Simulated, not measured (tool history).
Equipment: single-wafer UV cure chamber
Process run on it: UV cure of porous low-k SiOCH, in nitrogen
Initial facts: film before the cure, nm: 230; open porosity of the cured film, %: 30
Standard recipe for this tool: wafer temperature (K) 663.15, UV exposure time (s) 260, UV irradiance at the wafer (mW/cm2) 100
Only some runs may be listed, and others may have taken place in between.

run,hour,wafer temperature (K),UV exposure time (s),UV irradiance at the wafer (mW/cm2),loss of film thickness in the cure (%)
1,0,663.15,260,100,14.096
2,46.2,663.15,260,100,14.049
# hour 72.3: quartz window cleaned
3,132.8,663.15,205,100,12.925
4,220.2,663.15,205,100,12.883
5,263.5,663.15,370,100,15.713
6,342.5,663.15,260,100,13.945
7,450.4,663.15,260,100,14.061
# hour 482.8: UV bulbs replaced
8,521.2,663.15,260,100,12.847
# hour 540.2: quartz window cleaned
9,617.5,663.15,260,100,12.702
10,696.8,670.15,260,100,13.093
11,773.2,663.15,335,69,11.953
12,820.2,663.15,340,89,13.409
# hour 848.6: UV bulbs replaced, repeated, since the last time left the tool worse
13,888.2,663.15,260,69,12.88

Run 14 comes next. What will it give?
14,968.5,657.15,260,100,?

loss of film thickness in the cure (%): 14.54
If the tool had no hidden condition, the same run with the same run-to-run variation would have returned loss of film thickness in the cure (%) 14.784.
